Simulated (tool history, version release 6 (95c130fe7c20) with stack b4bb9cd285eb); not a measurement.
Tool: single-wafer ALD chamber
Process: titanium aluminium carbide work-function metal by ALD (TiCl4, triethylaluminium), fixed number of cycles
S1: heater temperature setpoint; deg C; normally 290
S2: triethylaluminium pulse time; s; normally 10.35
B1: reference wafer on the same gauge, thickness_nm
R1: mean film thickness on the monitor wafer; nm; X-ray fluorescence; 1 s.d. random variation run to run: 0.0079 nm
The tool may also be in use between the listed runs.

Run 1, hour 0.0: usual settings; B1 1.661. Result: R1 1.921 nm.
Run 2, hour 8.0: usual settings; B1 1.660. Result: R1 1.915 nm.
Run 3, hour 14.3: usual settings; B1 1.659. Result: R1 1.914 nm.
Run 4, hour 30.2: usual settings; B1 1.661. Result: R1 1.904 nm.
Run 5, hour 43.3: usual settings but S2 7.56 s; B1 1.662. Result: R1 1.780 nm.
Run 6, hour 54.0: usual settings but S2 7.56 s; B1 1.661. Result: R1 1.781 nm.
Run 7, hour 67.8: usual settings but S2 7.56 s; B1 1.658. Result: R1 1.768 nm.
Run 8, hour 75.8: usual settings but S1 279 deg C; B1 1.661. Result: R1 1.824 nm.
Run 9, hour 86.2: usual settings; B1 1.660. Result: R1 1.905 nm.
Run 10, hour 92.5: usual settings; B1 1.661. Result: R1 1.895 nm.
Run 11, hour 105.4: usual settings; B1 1.661. Result: R1 1.894 nm.
Run 12, hour 123.0: usual settings; B1 1.661. Result: R1 1.890 nm.
Run 13, hour 135.5: usual settings; B1 1.660. Result: R1 1.884 nm.
At hour 142.1: gauge calibrated.
Run 14, hour 152.4: usual settings but S2 11.73 s; B1 1.659. Result: R1 1.934 nm.
Run 15, hour 159.9: usual settings but S2 11.73 s; B1 1.660. Result: R1 1.924 nm.
Run 16, hour 172.9: usual settings but S1 294 deg C, S2 12.52 s; B1 1.658. Result: R1 1.986 nm.
Run 17, hour 179.9: usual settings but S1 303 deg C, S2 8.83 s; B1 1.660. Result: R1 1.937 nm.
At hour 190.6: triethylaluminium bottle replaced.
Run 18, hour 191.1: usual settings but S1 285 deg C, S2 7.17 s; B1 1.659. Result: R1 1.840 nm.
Run 19, hour 201.9: usual settings but S1 285 deg C, S2 8.05 s; B1 1.663. Result: R1 1.880 nm.
Run 20, hour 209.8: usual settings but S1 303 deg C, S2 13.15 s; B1 1.662. Result: R1 2.154 nm.
Run 21, hour 261.7: usual settings; B1 1.659. Result: R1 1.978 nm.
Run 22, hour 274.0: usual settings but S1 302 deg C, S2 7.06 s; B1 1.662. Result: R1 1.982 nm.
At hour 310.6: showerhead replaced.
At hour 318.9: thermocouple changed; heater temperature recalibrated.
Run 23, hour 319.4: usual settings but S1 302 deg C, S2 11.89 s; B1 1.661. Result: R1 2.117 nm.
Run 24, hour 322.2: usual settings; B1 1.662. Result: R1 1.973 nm.
Run 25, hour 339.8: usual settings but S1 285 deg C, S2 12.09 s; B1 1.660. Result: R1 1.961 nm.
Run 26, hour 346.5: usual settings but S1 278 deg C, S2 7.06 s; B1 1.660. Result: R1 1.772 nm.
Run 27, hour 355.5: usual settings but S1 285 deg C, S2 12.09 s; B1 1.662. Result: R1 1.978 nm.
Run 28, hour 363.1: usual settings; B1 1.660. Result: R1 1.992 nm.
Run 29, hour 378.7: usual settings; B1 1.661. Result: R1 1.974 nm.
Run 30, hour 385.2: usual settings but S1 275 deg C, S2 9.23 s; B1 1.659. Result: R1 1.822 nm.
Run 31, hour 395.8: usual settings but S1 276 deg C, S2 8.87 s; B1 1.659. Result: R1 1.818 nm.
Run 32, hour 405.2: usual settings but S1 279 deg C, S2 6.39 s; B1 1.660. Result: R1 1.748 nm.
Run 33, hour 422.3: usual settings; B1 1.660. Result: R1 1.981 nm.
Run 34, hour 434.1: usual settings; B1 1.659. Result: R1 1.988 nm.

Give the tool's hidden conditions for every run:
wafer temperature above the value expected at the setpoint (K): 0 on each run
gauge reads high (%): 0 on each run
H1: triethylaluminium dose above that of a fresh bottle (%)
run       H1
  1    -24.6
  2    -24.9
  3    -25.1
  4    -25.6
  5    -26.1
  6    -26.5
  7      -27
  8    -27.3
  9    -27.7
 10    -27.9
 11    -28.4
 12      -29
 13    -29.5
 14    -30.1
 15    -30.4
 16    -30.9
 17    -31.2
 18  -0.0445
 19  -0.0462
 20  -0.0496
 21   -0.114
 22   -0.141
 23   -0.274
 24   -0.284
 25   -0.352
 26   -0.381
 27    -0.42
 28   -0.456
 29   -0.534
 30   -0.568
 31   -0.627
 32   -0.681
 33   -0.787
 34   -0.864
